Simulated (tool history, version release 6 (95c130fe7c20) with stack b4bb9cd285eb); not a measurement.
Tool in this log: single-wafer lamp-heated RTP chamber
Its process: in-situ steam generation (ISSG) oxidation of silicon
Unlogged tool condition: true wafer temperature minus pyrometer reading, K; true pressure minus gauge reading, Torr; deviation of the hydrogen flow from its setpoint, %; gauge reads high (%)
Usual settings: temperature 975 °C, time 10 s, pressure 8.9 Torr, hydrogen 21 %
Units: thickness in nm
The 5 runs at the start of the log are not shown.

run,hour,temperature,time,pressure,hydrogen,wafers since the last listed run,wafers since the last pyrometer calibration,hours since the pressure gauge was zeroed,hours since the hydrogen flow controller was replaced,hours since the gauge calibration,"read-back reference wafer on the same gauge, thickness",thickness
6,372.6,975,10,8.9,21,378,751,2116.0,2256.0,366.0,3.147,3.589
7,433.4,975,10,8.9,21,524,1275,2176.8,2316.8,426.8,3.148,3.560
8,492.7,975,10,8.9,16,511,1786,2236.1,2376.1,486.1,3.147,3.383
# hour 546.4: hydrogen flow controller replaced
9,553.3,975,10,8.9,21,453,2240,2296.7,6.9,546.7,3.151,3.606
10,610.2,975,10,8.9,27,490,2731,2353.6,63.8,603.6,3.152,3.828
11,667.1,975,10,8.4,21,490,3221,2410.5,120.7,660.5,3.147,3.617
12,724.8,975,10,8.4,21,497,3719,2468.2,178.4,718.2,3.150,3.649
13,773.0,975,12,8.9,21,415,4134,2516.4,226.6,766.4,3.151,3.885
14,878.5,975,10,8.9,24,909,5044,2621.9,332.1,871.9,3.153,3.759
15,966.3,975,9,8.9,21,757,5801,2709.7,419.9,959.7,3.149,3.506
# hour 1052.4: pyrometer window cleaned and pyrometer calibrated
16,1052.9,990,6,8.9,21,677,4,2796.3,506.5,1046.3,3.150,3.005
17,1135.5,975,10,8.9,21,712,716,2878.9,589.1,1128.9,3.153,3.565
# hour 1204.2: pressure gauge zeroed
18,1204.7,985,10,7.5,21,527,1244,0.5,658.3,1198.1,3.155,3.710
19,1240.6,975,10,8.9,21,309,1554,36.4,694.2,1234.0,3.148,3.597
20,1287.5,966,8,8.9,21,404,1958,83.3,741.1,1280.9,3.150,3.232
21,1324.1,983,12,8.0,26,315,2274,119.9,777.7,1317.5,3.150,4.274
22,1402.0,968,10,8.9,21,671,2945,197.8,855.6,1395.4,3.149,3.555
# hour 1470.8: gauge calibrated
23,1477.6,975,10,8.9,21,651,3597,273.4,931.2,6.8,3.148,3.627
24,1647.1,975,10,8.9,21,1461,5059,442.9,1100.7,176.3,3.147,3.640
25,1692.7,975,10,8.9,21,393,5452,488.5,1146.3,221.9,3.152,3.602
26,1734.2,968,9,9.4,21,357,5810,530.0,1187.8,263.4,3.150,3.409
27,1801.6,983,14,10.2,14,581,6391,597.4,1255.2,330.8,3.148,3.809
# hour 1845.4: pyrometer window cleaned and pyrometer calibrated
28,1866.2,992,8,8.9,21,488,179,662.0,1319.8,395.4,3.150,3.423
29,1924.4,991,13,9.8,27,501,681,720.2,1378.0,453.6,3.150,4.375
30,2015.0,975,10,9.5,21,781,1462,810.8,1468.6,544.2,3.150,3.553

Each row is a separate what-if for the run after 30, all from the same tool condition, not one after another. Results?
A,2015.4,975,10,8.9,21,3,1465,811.2,1469.0,544.6,?,?
B,2015.4,960,10,7.4,25,3,1465,811.2,1469.0,544.6,?,?
C,2015.4,988,10,8.9,21,3,1465,811.2,1469.0,544.6,?,?
D,2015.4,960,8,8.9,30,3,1465,811.2,1469.0,544.6,?,?
E,2015.4,988,13,10.2,21,3,1465,811.2,1469.0,544.6,?,?

run,"read-back reference wafer on the same gauge, thickness",thickness
A,3.147,3.580
B,3.147,3.632
C,3.147,3.718
D,3.147,3.484
E,3.147,4.059
Without the tool's unlogged condition, the same runs would have read:
run,thickness
A,3.530
B,3.586
C,3.661
D,3.444
E,3.989

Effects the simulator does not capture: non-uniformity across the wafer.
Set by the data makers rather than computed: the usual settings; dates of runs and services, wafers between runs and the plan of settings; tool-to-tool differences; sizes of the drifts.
